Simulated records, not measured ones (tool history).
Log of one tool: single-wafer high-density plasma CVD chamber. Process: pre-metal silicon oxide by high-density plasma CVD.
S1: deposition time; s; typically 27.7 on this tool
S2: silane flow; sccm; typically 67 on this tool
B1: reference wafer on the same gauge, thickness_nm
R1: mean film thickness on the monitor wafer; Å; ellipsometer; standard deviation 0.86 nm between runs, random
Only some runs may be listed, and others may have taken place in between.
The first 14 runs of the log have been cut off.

{"run": 15, "hour": 646.4, "S1": 24.3, "S2": 67, "B1": 230.104, "R1": 1802.5}
{"run": 16, "hour": 715.9, "S1": 27.7, "S2": 67, "B1": 229.897, "R1": 2038.02}
{"run": 17, "hour": 749.5, "S1": 27.7, "S2": 67, "B1": 230.174, "R1": 2049.64}
{"run": 18, "hour": 808.6, "S1": 27.7, "S2": 67, "B1": 229.636, "R1": 2052.37}
{"run": 19, "hour": 846.2, "S1": 27.7, "S2": 67, "B1": 230.005, "R1": 2047.25}
{"run": 20, "hour": 918.1, "S1": 27.7, "S2": 67, "B1": 230.056, "R1": 2052.19}
{"run": 21, "hour": 967.8, "S1": 27.7, "S2": 67, "B1": 230.009, "R1": 2063.21}
{"run": 22, "hour": 1001.3, "S1": 27.7, "S2": 74, "B1": 230.15, "R1": 2214.18}
{"hour": 1014.0, "done": "gauge calibrated"}
{"run": 23, "hour": 1050.5, "S1": 27.7, "S2": 74, "B1": 230.115, "R1": 2200.97}
{"run": 24, "hour": 1085.5, "S1": 27.7, "S2": 67, "B1": 230.3, "R1": 2061.35}
{"run": 25, "hour": 1157.2, "S1": 27.7, "S2": 67, "B1": 230.118, "R1": 2037.97}
{"run": 26, "hour": 1203.8, "S1": 27.7, "S2": 79, "B1": 230.034, "R1": 2321.01}
{"hour": 1346.2, "done": "silane flow controller replaced"}
{"run": 27, "hour": 1391.6, "S1": 27.7, "S2": 59, "B1": 229.773, "R1": 1810.75}
{"run": 28, "hour": 1460.7, "S1": 27.7, "S2": 67, "B1": 230.13, "R1": 2004.17}
{"run": 29, "hour": 1588.9, "S1": 29.6, "S2": 73, "B1": 229.649, "R1": 2284.32}
{"run": 30, "hour": 1653.8, "S1": 30.8, "S2": 67, "B1": 229.773, "R1": 2241.71}

Expected results for the next run?
{"run": 31, "hour": 1679.6, "S1": 33.1, "S2": 77, "B1": "?", "R1": "?"}

Run 31 measured B1 230.037, R1 2679.49 Å.
With no hidden state in the tool, this same run would have given R1 2670.54 Å.

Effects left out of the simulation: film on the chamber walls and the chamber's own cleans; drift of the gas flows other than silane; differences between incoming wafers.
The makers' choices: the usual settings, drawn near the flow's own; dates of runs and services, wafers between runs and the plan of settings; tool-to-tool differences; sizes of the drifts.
